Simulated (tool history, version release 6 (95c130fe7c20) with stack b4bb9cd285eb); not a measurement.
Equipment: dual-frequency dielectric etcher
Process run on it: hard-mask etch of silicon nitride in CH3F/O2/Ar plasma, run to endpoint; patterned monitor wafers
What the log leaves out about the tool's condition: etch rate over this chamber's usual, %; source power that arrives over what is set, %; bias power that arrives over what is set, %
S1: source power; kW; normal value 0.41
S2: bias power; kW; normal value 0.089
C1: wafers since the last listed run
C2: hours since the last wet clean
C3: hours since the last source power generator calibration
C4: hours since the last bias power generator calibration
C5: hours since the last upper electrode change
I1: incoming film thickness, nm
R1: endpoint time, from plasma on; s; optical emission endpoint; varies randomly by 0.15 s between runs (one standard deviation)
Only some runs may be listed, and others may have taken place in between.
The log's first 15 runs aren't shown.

| run | hour | S1 | S2 | C1 | C2 | C3 | C4 | C5 | I1 | R1 |
|---|---|---|---|---|---|---|---|---|---|---|
|  | 1121.3 | upper electrode replaced |
| 16 | 1121.8 | 0.48 | 0.098 | 965 | 630.2 | 3475.2 | 428.4 | 0.5 | 33.18 | 36.4 |
|  | 1177.6 | wet clean of the chamber |
| 17 | 1282.5 | 0.37 | 0.081 | 1482 | 104.9 | 3635.9 | 589.1 | 161.2 | 33.02 | 45.8 |
| 18 | 1351.9 | 0.47 | 0.082 | 752 | 174.3 | 3705.3 | 658.5 | 230.6 | 33.32 | 41.4 |
| 19 | 1402.4 | 0.41 | 0.068 | 547 | 224.8 | 3755.8 | 709 | 281.1 | 32.83 | 48.3 |
|  | 1470.3 | source power generator calibrated |
| 20 | 1508.2 | 0.37 | 0.108 | 1104 | 330.6 | 37.9 | 814.8 | 386.9 | 33.11 | 38.9 |
| 21 | 1550.5 | 0.41 | 0.089 | 458 | 372.9 | 80.2 | 857.1 | 429.2 | 32.82 | 41.5 |
| 22 | 1648.5 | 0.41 | 0.089 | 1062 | 470.9 | 178.2 | 955.1 | 527.2 | 33.06 | 41.2 |
| 23 | 1745.8 | 0.44 | 0.071 | 1055 | 568.2 | 275.5 | 1052.4 | 624.5 | 33.4 | 46.1 |
|  | 1811.3 | wet clean of the chamber |
| 24 | 1823.1 | 0.45 | 0.089 | 578 | 11.8 | 352.8 | 1129.7 | 701.8 | 33.23 | 40.5 |
| 25 | 1871.8 | 0.33 | 0.076 | 528 | 60.5 | 401.5 | 1178.4 | 750.5 | 33.01 | 49.7 |
| 26 | 1926.6 | 0.34 | 0.08 | 594 | 115.3 | 456.3 | 1233.2 | 805.3 | 33.32 | 48.2 |
| 27 | 1965.1 | 0.37 | 0.089 | 417 | 153.8 | 494.8 | 1271.7 | 843.8 | 33.02 | 43.4 |
| 28 | 2027.6 | 0.35 | 0.081 | 677 | 216.3 | 557.3 | 1334.2 | 906.3 | 32.97 | 46.9 |

Forecast run 29:
| 29 | 2064.5 | 0.33 | 0.104 | 400 | 253.2 | 594.2 | 1371.1 | 943.2 | 33.09 | ? |

{"run 29": {"R1": 42}}
With the hidden condition absent and the run-to-run variation left alone, this run would have shown R1 41.7 s.

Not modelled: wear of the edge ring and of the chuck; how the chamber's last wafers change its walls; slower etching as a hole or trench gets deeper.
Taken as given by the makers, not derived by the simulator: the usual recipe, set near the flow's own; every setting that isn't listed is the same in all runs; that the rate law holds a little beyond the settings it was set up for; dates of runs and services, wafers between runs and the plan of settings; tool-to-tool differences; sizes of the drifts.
